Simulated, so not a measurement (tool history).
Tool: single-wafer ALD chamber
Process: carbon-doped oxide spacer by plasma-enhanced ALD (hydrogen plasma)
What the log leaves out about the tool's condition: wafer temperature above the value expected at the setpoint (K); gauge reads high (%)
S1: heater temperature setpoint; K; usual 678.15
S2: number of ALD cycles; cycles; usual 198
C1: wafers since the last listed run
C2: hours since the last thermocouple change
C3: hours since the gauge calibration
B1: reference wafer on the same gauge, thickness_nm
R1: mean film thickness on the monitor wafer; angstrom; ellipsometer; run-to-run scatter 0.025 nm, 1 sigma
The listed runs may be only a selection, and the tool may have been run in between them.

| run | hour | S1 | S2 | C1 | C2 | C3 | B1 | R1 |
|---|---|---|---|---|---|---|---|---|
| 1 | 0 | 688.15 | 198 | 0 | 1817.6 | 681.2 | 10.711 | 95.24 |
| 2 | 41.3 | 688.15 | 198 | 103 | 1858.9 | 722.5 | 10.724 | 95.74 |
| 3 | 103 | 688.15 | 198 | 154 | 1920.6 | 784.2 | 10.711 | 95.36 |
| 4 | 191.3 | 678.15 | 198 | 221 | 2008.9 | 872.5 | 10.724 | 97.69 |
| 5 | 296.9 | 678.15 | 198 | 265 | 2114.5 | 978.1 | 10.713 | 98.04 |
| 6 | 363.3 | 678.15 | 198 | 166 | 2180.9 | 1044.5 | 10.721 | 97.43 |
| 7 | 403.7 | 687.15 | 198 | 101 | 2221.3 | 1084.9 | 10.717 | 95.27 |
| 8 | 453.3 | 687.15 | 198 | 124 | 2270.9 | 1134.5 | 10.719 | 95.5 |
| 9 | 505.4 | 687.15 | 198 | 130 | 2323 | 1186.6 | 10.716 | 95.27 |
| 10 | 581.8 | 683.15 | 198 | 191 | 2399.4 | 1263 | 10.718 | 96.2 |
| 11 | 787.3 | 689.15 | 198 | 516 | 2604.9 | 1468.5 | 10.72 | 95.17 |
|  | 843.8 | thermocouple changed; heater temperature recalibrated |
| 12 | 942.9 | 689.15 | 218 | 370 | 99.1 | 1624.1 | 10.715 | 105.79 |
| 13 | 991.6 | 669.15 | 217 | 122 | 147.8 | 1672.8 | 10.724 | 110.45 |
| 14 | 1092.5 | 678.15 | 198 | 253 | 248.7 | 1773.7 | 10.72 | 99.13 |
| 15 | 1197.9 | 686.15 | 198 | 264 | 354.1 | 1879.1 | 10.722 | 96.59 |
| 16 | 1269.6 | 689.15 | 209 | 180 | 425.8 | 1950.8 | 10.715 | 101.18 |
| 17 | 1309.3 | 689.15 | 218 | 99 | 465.5 | 1990.5 | 10.723 | 105.43 |
|  | 1322.5 | gauge calibrated |
| 18 | 1377.9 | 678.15 | 198 | 172 | 534.1 | 55.4 | 10.72 | 98.54 |
| 19 | 1440.1 | 683.15 | 226 | 156 | 596.3 | 117.6 | 10.715 | 111.07 |
| 20 | 1546.1 | 678.15 | 227 | 266 | 702.3 | 223.6 | 10.717 | 112.99 |
| 21 | 1791.3 | 666.15 | 165 | 615 | 947.5 | 468.8 | 10.725 | 84.13 |
| 22 | 1850.7 | 682.15 | 169 | 149 | 1006.9 | 528.2 | 10.719 | 83.42 |
| 23 | 1929.7 | 674.15 | 234 | 198 | 1085.9 | 607.2 | 10.725 | 117.7 |
| 24 | 2019.4 | 678.15 | 198 | 225 | 1175.6 | 696.9 | 10.718 | 98.5 |
| 25 | 2091.8 | 667.15 | 184 | 181 | 1248 | 769.3 | 10.721 | 93.39 |

Below, some changes in R1 between adjacent runs. For each, the amount present without the hidden state too (settings, incoming material, random variation) and the amount remaining for the hidden state with gauge scatter not shared by both compared results:
Run 11 -> 12: S2 198 -> 218, thermocouple changed; heater temperature recalibrated. R1 +10.62 angstrom: hidden state +1.37, all else +9.25.
Run 20 -> 21: S1 678.15 -> 666.15, S2 227 -> 165. R1 -28.86 angstrom: hidden state +0.72, all else -29.58.
Run 22 -> 23: S1 682.15 -> 674.15, S2 169 -> 234. R1 +34.28 angstrom: hidden state -0.34, all else +34.62.
Run 24 -> 25: S1 678.15 -> 667.15, S2 198 -> 184. R1 -5.11 angstrom: hidden state +0.94, all else -6.05.

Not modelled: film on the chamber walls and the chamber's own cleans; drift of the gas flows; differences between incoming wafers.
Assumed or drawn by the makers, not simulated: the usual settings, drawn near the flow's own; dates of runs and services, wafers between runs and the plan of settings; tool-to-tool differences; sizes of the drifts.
